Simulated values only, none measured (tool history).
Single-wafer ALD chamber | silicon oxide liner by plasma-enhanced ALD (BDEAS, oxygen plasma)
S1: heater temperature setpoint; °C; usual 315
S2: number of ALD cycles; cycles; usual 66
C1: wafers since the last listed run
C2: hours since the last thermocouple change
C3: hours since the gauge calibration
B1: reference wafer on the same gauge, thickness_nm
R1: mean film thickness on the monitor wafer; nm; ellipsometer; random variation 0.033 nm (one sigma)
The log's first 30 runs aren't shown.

{"run": 31, "hour": 2286.0, "S1": 315, "S2": 66, "C1": 237, "C2": 424.4, "C3": 656, "B1": 6.786, "R1": 5.783}
{"run": 32, "hour": 2330.5, "S1": 315, "S2": 66, "C1": 252, "C2": 468.9, "C3": 700.5, "B1": 6.786, "R1": 5.786}
{"run": 33, "hour": 2437.6, "S1": 309, "S2": 66, "C1": 606, "C2": 576, "C3": 807.6, "B1": 6.788, "R1": 5.835}
{"run": 34, "hour": 2475.3, "S1": 305, "S2": 59, "C1": 213, "C2": 613.7, "C3": 845.3, "B1": 6.793, "R1": 5.277}
{"run": 35, "hour": 2571.6, "S1": 315, "S2": 66, "C1": 545, "C2": 710, "C3": 941.6, "B1": 6.799, "R1": 5.849}
{"run": 36, "hour": 2616.3, "S1": 315, "S2": 66, "C1": 253, "C2": 754.7, "C3": 986.3, "B1": 6.788, "R1": 5.756}
{"run": 37, "hour": 2681.3, "S1": 315, "S2": 66, "C1": 368, "C2": 819.7, "C3": 1051.3, "B1": 6.807, "R1": 5.778}
{"run": 38, "hour": 2768.2, "S1": 315, "S2": 66, "C1": 492, "C2": 906.6, "C3": 1138.2, "B1": 6.787, "R1": 5.763}
{"run": 39, "hour": 2851.6, "S1": 321, "S2": 66, "C1": 472, "C2": 990, "C3": 1221.6, "B1": 6.781, "R1": 5.712}
{"run": 40, "hour": 2897.8, "S1": 310, "S2": 57, "C1": 261, "C2": 1036.2, "C3": 1267.8, "B1": 6.793, "R1": 5.032}
{"run": 41, "hour": 2946.0, "S1": 311, "S2": 71, "C1": 273, "C2": 1084.4, "C3": 1316, "B1": 6.789, "R1": 6.213}
{"run": 42, "hour": 2989.7, "S1": 325, "S2": 66, "C1": 247, "C2": 1128.1, "C3": 1359.7, "B1": 6.77, "R1": 5.623}
{"run": 43, "hour": 3080.7, "S1": 310, "S2": 56, "C1": 515, "C2": 1219.1, "C3": 1450.7, "B1": 6.765, "R1": 4.925}
{"run": 44, "hour": 3143.6, "S1": 307, "S2": 54, "C1": 356, "C2": 1282, "C3": 1513.6, "B1": 6.792, "R1": 4.805}
{"run": 45, "hour": 3227.3, "S1": 315, "S2": 66, "C1": 474, "C2": 1365.7, "C3": 1597.3, "B1": 6.798, "R1": 5.767}
{"run": 46, "hour": 3292.4, "S1": 315, "S2": 66, "C1": 368, "C2": 1430.8, "C3": 1662.4, "B1": 6.794, "R1": 5.789}

4 ways to go on from here, each from the tool as it stands after run 46. What would each give?
{"run": "A", "hour": 3292.9, "S1": 315, "S2": 66, "C1": 2, "C2": 1431.3, "C3": 1662.9, "B1": "?", "R1": "?"}
{"run": "B", "hour": 3292.9, "S1": 302, "S2": 74, "C1": 2, "C2": 1431.3, "C3": 1662.9, "B1": "?", "R1": "?"}
{"run": "C", "hour": 3292.9, "S1": 315, "S2": 57, "C1": 2, "C2": 1431.3, "C3": 1662.9, "B1": "?", "R1": "?"}
{"run": "D", "hour": 3292.9, "S1": 307, "S2": 70, "C1": 2, "C2": 1431.3, "C3": 1662.9, "B1": "?", "R1": "?"}

run=A B1=6.784 R1=5.809
run=B B1=6.784 R1=6.651
run=C B1=6.784 R1=5.017
run=D B1=6.784 R1=6.241
Without the tool's hidden state the same runs would have given:
run=A R1=5.809
run=B R1=6.651
run=C R1=5.017
run=D R1=6.241
